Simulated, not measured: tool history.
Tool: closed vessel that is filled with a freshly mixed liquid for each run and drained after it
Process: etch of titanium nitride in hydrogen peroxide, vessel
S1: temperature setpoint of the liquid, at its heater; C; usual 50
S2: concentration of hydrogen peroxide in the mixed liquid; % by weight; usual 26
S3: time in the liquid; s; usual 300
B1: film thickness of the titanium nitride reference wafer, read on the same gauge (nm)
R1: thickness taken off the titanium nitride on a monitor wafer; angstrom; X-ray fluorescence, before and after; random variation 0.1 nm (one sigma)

Run 1, hour 0: usual settings but S2 28.5 % by weight; B1 40.02. Result: R1 147.7 angstrom.
Run 2, hour 8.1: usual settings; B1 39.99. Result: R1 148 angstrom.
Run 3, hour 18.9: usual settings; B1 40.02. Result: R1 146.7 angstrom.
Run 4, hour 26.7: usual settings; B1 40.01. Result: R1 146.7 angstrom.
Run 5, hour 34.5: usual settings but S3 435 s; B1 39.97. Result: R1 212.5 angstrom.
Run 6, hour 52.2: usual settings but S3 435 s; B1 39.95. Result: R1 214 angstrom.
Run 7, hour 65.6: usual settings; B1 39.99. Result: R1 146.1 angstrom.
Run 8, hour 80.2: usual settings; B1 40.04. Result: R1 145.3 angstrom.
Run 9, hour 89.9: usual settings but S1 57 C; B1 39.97. Result: R1 237 angstrom.
At hour 92.8: thermometer replaced.
Run 10, hour 96.5: usual settings but S1 57 C; B1 40.02. Result: R1 199.8 angstrom.
Run 11, hour 105.3: usual settings but S1 57 C; B1 39.99. Result: R1 201.9 angstrom.
Run 12, hour 114: usual settings but S1 53 C, S3 235 s; B1 40.02. Result: R1 120.7 angstrom.
At hour 116.4: gauge calibrated.
Run 13, hour 128.4: usual settings but S2 18.5 % by weight; B1 40. Result: R1 115 angstrom.
Run 14, hour 150.1: usual settings but S1 54.5 C; B1 40.01. Result: R1 169.8 angstrom.
Run 15, hour 166.1: usual settings but S2 23.5 % by weight; B1 40.01. Result: R1 120.4 angstrom.
At hour 173.3: new drum of peroxide connected.
Run 16, hour 179.2: usual settings; B1 39.97. Result: R1 125.2 angstrom.
Run 17, hour 188.2: usual settings; B1 40.02. Result: R1 123.1 angstrom.
Run 18, hour 223.7: usual settings but S1 56.5 C, S2 30 % by weight, S3 160 s; B1 40. Result: R1 108.5 angstrom.
Run 19, hour 231.6: usual settings; B1 40.01. Result: R1 123.7 angstrom.
Run 20, hour 243: usual settings but S1 59.5 C, S2 30 % by weight; B1 39.98. Result: R1 251.7 angstrom.
Run 21, hour 249.4: usual settings but S1 47 C, S2 19 % by weight, S3 380 s; B1 40.03. Result: R1 119.1 angstrom.
At hour 254.9: peroxide flow meter replaced.
Run 22, hour 291.6: usual settings but S2 30 % by weight; B1 39.99. Result: R1 131.4 angstrom.
Run 23, hour 309.1: usual settings but S2 30 % by weight, S3 150 s; B1 39.99. Result: R1 64.8 angstrom.
Run 24, hour 320.2: usual settings but S2 23 % by weight; B1 40. Result: R1 120.8 angstrom.
Run 25, hour 333: usual settings; B1 40.01. Result: R1 124.5 angstrom.
Run 26, hour 348.1: usual settings but S1 43 C, S3 205 s; B1 39.97. Result: R1 51.5 angstrom.
Run 27, hour 357.2: usual settings but S3 150 s; B1 40.02. Result: R1 63.1 angstrom.
Run 28, hour 366.6: usual settings but S3 185 s; B1 39.98. Result: R1 78.7 angstrom.
Run 29, hour 376.3: usual settings but S3 395 s; B1 40.02. Result: R1 162.8 angstrom.
Run 30, hour 384.2: usual settings; B1 39.99. Result: R1 124.8 angstrom.

Measured less the same run without the tool's hidden state. The same run-to-run variation is in both; the gauge's scatter may not be:
The hidden state here: liquid hotter than its thermometer reads (K); peroxide flow below the setpoint (%); peroxide weaker than its label (%); gauge reads high (%).
run     R1
  1  +24.1
  2  +24.3
  3  +24.2
  4  +24.2
  5  +35.2
  6  +35.7
  7  +24.6
  8  +24.6
  9  +38.7
 10   +1.1
 11   +1.3
 12   +0.9
 13     +1
 14   +1.7
 15   +1.4
 16   +1.7
 17   +1.6
 18   +1.8
 19   +2.2
 20   +4.6
 21   +2.3
 22   +3.1
 23   +1.7
 24   +3.1
 25   +3.3
 26   +1.5
 27   +1.9
 28   +2.4
 29   +5.1
 30     +4
